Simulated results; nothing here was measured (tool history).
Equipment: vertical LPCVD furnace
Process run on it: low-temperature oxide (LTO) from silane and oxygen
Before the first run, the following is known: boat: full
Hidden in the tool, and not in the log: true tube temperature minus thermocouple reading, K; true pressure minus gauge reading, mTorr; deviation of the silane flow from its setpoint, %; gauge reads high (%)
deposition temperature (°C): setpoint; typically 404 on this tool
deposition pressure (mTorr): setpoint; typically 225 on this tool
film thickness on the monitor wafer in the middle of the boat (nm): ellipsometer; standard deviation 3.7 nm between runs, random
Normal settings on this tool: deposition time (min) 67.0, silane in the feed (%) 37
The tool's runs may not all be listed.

run	hour	deposition temperature (°C)	deposition pressure (mTorr)	deposition time (min)	silane in the feed (%)	wafers since the last listed run	hours since the last temperature calibration	hours since the pressure gauge was zeroed	hours since the silane flow controller was replaced	hours since the gauge calibration	read-back reference wafer on the same gauge, thickness	film thickness on the monitor wafer in the middle of the boat (nm)
1	0.0	407	225	67.0	37	0	859.5	1534.5	5103.3	640.1	682.43	627.89
2	80.8	404	225	67.0	37	1190	940.3	1615.3	5184.1	720.9	683.80	608.76
3	149.1	404	225	67.0	37	1006	1008.6	1683.6	5252.4	789.2	683.11	609.56
4	210.4	404	225	67.0	37	902	1069.9	1744.9	5313.7	850.5	681.46	615.44
5	280.2	404	225	67.0	37	1028	1139.7	1814.7	5383.5	920.3	681.71	616.75
6	319.9	404	225	67.0	37	584	1179.4	1854.4	5423.2	960.0	681.96	611.45
7	413.2	404	225	67.0	37	1374	1272.7	1947.7	5516.5	1053.3	681.90	617.08
8	471.3	401	225	67.0	37	855	1330.8	2005.8	5574.6	1111.4	680.60	589.94
9	517.6	401	225	67.0	37	682	1377.1	2052.1	5620.9	1157.7	682.10	595.79
10	623.8	404	225	67.0	37	1564	1483.3	2158.3	5727.1	1263.9	682.08	616.20
11	674.0	404	225	67.0	37	739	1533.5	2208.5	5777.3	1314.1	682.25	615.53
12	721.2	404	225	67.0	37	695	1580.7	2255.7	5824.5	1361.3	683.30	616.54
13	761.7	404	250	67.0	37	596	1621.2	2296.2	5865.0	1401.8	683.14	682.45
14	977.4	404	225	67.0	37	3177	1836.9	2511.9	6080.7	1617.5	682.78	619.84
# hour 1041.8: gauge calibrated
15	1044.2	415	250	67.0	37	984	1903.7	2578.7	6147.5	2.4	682.06	773.05
16	1083.8	404	180	56.0	37	583	1943.3	2618.3	6187.1	42.0	682.19	404.09
# hour 1138.7: thermocouples replaced and temperature profile calibrated
# hour 1159.2: silane flow controller replaced
17	1171.0	395	225	67.0	37	628	32.3	2705.5	11.8	129.2	679.93	521.15
# hour 1258.6: pressure gauge zeroed
18	1262.6	404	225	67.0	37	995	123.9	4.0	103.4	220.8	681.99	621.41
19	1334.3	400	225	43.0	37	1056	195.6	75.7	175.1	292.5	680.65	381.77
20	1388.2	404	225	43.5	37	793	249.5	129.6	229.0	346.4	682.38	407.99
21	1440.6	412	225	67.0	44	771	301.9	182.0	281.4	398.8	681.81	829.37
22	1488.6	394	280	83.0	37	707	349.9	230.0	329.4	446.8	681.52	856.98
23	1545.5	404	225	67.0	37	838	406.8	286.9	386.3	503.7	682.58	622.69
24	1599.7	408	225	67.0	39	798	461.0	341.1	440.5	557.9	681.93	696.40
25	1669.3	404	270	67.0	37	1025	530.6	410.7	510.1	627.5	682.52	739.49
26	1732.8	404	225	77.5	37	935	594.1	474.2	573.6	691.0	681.41	717.65

List, for all runs, the conditions of the tool that the log does not record:
deviation of the silane flow from its setpoint, %: 0 at every run
gauge reads high (%): 0 at every run
H1: true tube temperature minus thermocouple reading, K
H2: true pressure minus gauge reading, mTorr
run	H1	H2
1	1.01	-3.6
2	1.19	-4.01
3	1.35	-4.38
4	1.51	-4.72
5	1.7	-5.13
6	1.81	-5.36
7	2.09	-5.94
8	2.28	-6.32
9	2.43	-6.62
10	2.8	-7.35
11	2.99	-7.71
12	3.17	-8.05
13	3.33	-8.36
14	4.25	-10
15	4.55	-10.6
16	4.74	-10.9
17	0.407	-11.7
18	0.424	1.46
19	0.452	1.45
20	0.482	1.44
21	0.517	1.41
22	0.556	1.38
23	0.609	1.33
24	0.667	1.27
25	0.751	1.19
26	0.839	1.1

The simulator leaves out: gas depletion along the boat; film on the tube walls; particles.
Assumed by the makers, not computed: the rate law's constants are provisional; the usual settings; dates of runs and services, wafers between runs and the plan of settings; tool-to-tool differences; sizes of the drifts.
